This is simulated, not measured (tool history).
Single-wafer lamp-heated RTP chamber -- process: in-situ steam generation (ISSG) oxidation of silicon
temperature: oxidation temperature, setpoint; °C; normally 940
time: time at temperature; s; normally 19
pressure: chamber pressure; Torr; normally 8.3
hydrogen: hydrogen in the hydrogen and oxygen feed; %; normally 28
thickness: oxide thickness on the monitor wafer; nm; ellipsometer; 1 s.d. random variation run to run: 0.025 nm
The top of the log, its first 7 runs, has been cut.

run     day  temperature  time  pressure  hydrogen  wafers since the last listed run  wafers since the last pyrometer calibration  hours since the pressure gauge was zeroed  hours since the hydrogen flow controller was replaced  hours since the gauge calibration  read-back reference wafer on the same gauge, thickness  thickness
  8   7.162          940    19       8.3        28                               234                                         6668                                      316.6                                                 4865.2                              552.4                                                   4.684      4.919
      7.625  -- pyrometer window cleaned and pyrometer calibrated
  9   8.004          940    21       7.6        19                               190                                          141                                      336.8                                                 4885.4                              572.6                                                   4.666      4.459
 10   9.033          940    24       8.3        32                               385                                          526                                      361.5                                                 4910.1                              597.3                                                   4.668      5.404
 11   9.762          940    19       8.3        28                               273                                          800                                      379.0                                                 4927.6                              614.8                                                   4.683      4.742
     10.233  -- hydrogen flow controller replaced
 12  10.838          940    15       8.3        32                               277                                         1077                                      404.8                                                   14.5                              640.6                                                   4.688      4.463
 13  11.775          921    19       8.3        32                               351                                         1428                                      427.3                                                   37.0                              663.1                                                   4.678      4.698
 14  13.158          925    19       8.7        32                               518                                         1947                                      460.5                                                   70.2                              696.3                                                   4.680      4.727
 15  14.162          940    19       8.3        22                               376                                         2323                                      484.6                                                   94.3                              720.4                                                   4.680      4.472
 16  15.042          940    19       8.3        28                               329                                         2652                                      505.7                                                  115.4                              741.5                                                   4.669      4.765
 17  16.346          940    19       9.2        28                               488                                         3140                                      537.0                                                  146.7                              772.8                                                   4.677      4.752
 18  17.058          940    19       8.3        28                               266                                         3407                                      554.1                                                  163.8                              789.9                                                   4.691      4.788
     17.279  -- gauge calibrated
 19  17.796          959    19       8.9        19                               276                                         3684                                      571.8                                                  181.5                               12.4                                                   4.670      4.556
 20  18.988          940    19       9.5        28                               446                                         4130                                      600.4                                                  210.1                               41.0                                                   4.668      4.678
 21  19.592          940    19       6.9        24                               226                                         4356                                      614.9                                                  224.6                               55.5                                                   4.684      4.642
 22  20.583          952    19       7.0        28                               371                                         4728                                      638.7                                                  248.4                               79.3                                                   4.681      5.011
 23  21.675          940    13       8.3        32                               408                                         5136                                      664.9                                                  274.6                              105.5                                                   4.682      4.371
 24  22.925          940    19       9.4        28                               468                                         5605                                      694.9                                                  304.6                              135.5                                                   4.676      4.777
 25  24.392          950    16       7.4        21                               549                                         6154                                      730.1                                                  339.8                              170.7                                                   4.678      4.381
     25.408  -- pyrometer window cleaned and pyrometer calibrated
 26  25.429          940    19       7.6        18                               263                                            7                                      755.0                                                  364.7                              195.6                                                   4.681      4.274
 27  25.962          940    22       9.0        32                               199                                          206                                      767.8                                                  377.5                              208.4                                                   4.678      5.165
 28  27.442          940    22       8.3        28                               554                                          760                                      803.3                                                  413.0                              243.9                                                   4.677      5.034
 29  28.438          940    19       8.3        23                               372                                         1133                                      827.2                                                  436.9                              267.8                                                   4.677      4.518
 30  29.512          940    19       8.3        28                               402                                         1536                                      853.0                                                  462.7                              293.6                                                   4.670      4.721

5 options for the next run, each taken on its own from the tool as it stands now. Forecast them:
  A  29.529          940    19       8.3        28                                 6                                         1542                                      853.4                                                  463.1                              294.0                                                       ?          ?
  B  29.529          940    14       8.3        32                                 6                                         1542                                      853.4                                                  463.1                              294.0                                                       ?          ?
  C  29.529          940    19       9.5        32                                 6                                         1542                                      853.4                                                  463.1                              294.0                                                       ?          ?
  D  29.529          940    19       8.3        32                                 6                                         1542                                      853.4                                                  463.1                              294.0                                                       ?          ?
  E  29.529          940    15       8.3        21                                 6                                         1542                                      853.4                                                  463.1                              294.0                                                       ?          ?

run  read-back reference wafer on the same gauge, thickness  thickness
  A                                                   4.682      4.775
  B                                                   4.682      4.424
  C                                                   4.682      4.839
  D                                                   4.682      4.943
  E                                                   4.682      4.070
Without the tool's unlogged condition, the same runs would have read:
run  thickness
  A      4.766
  B      4.417
  C      4.831
  D      4.934
  E      4.063
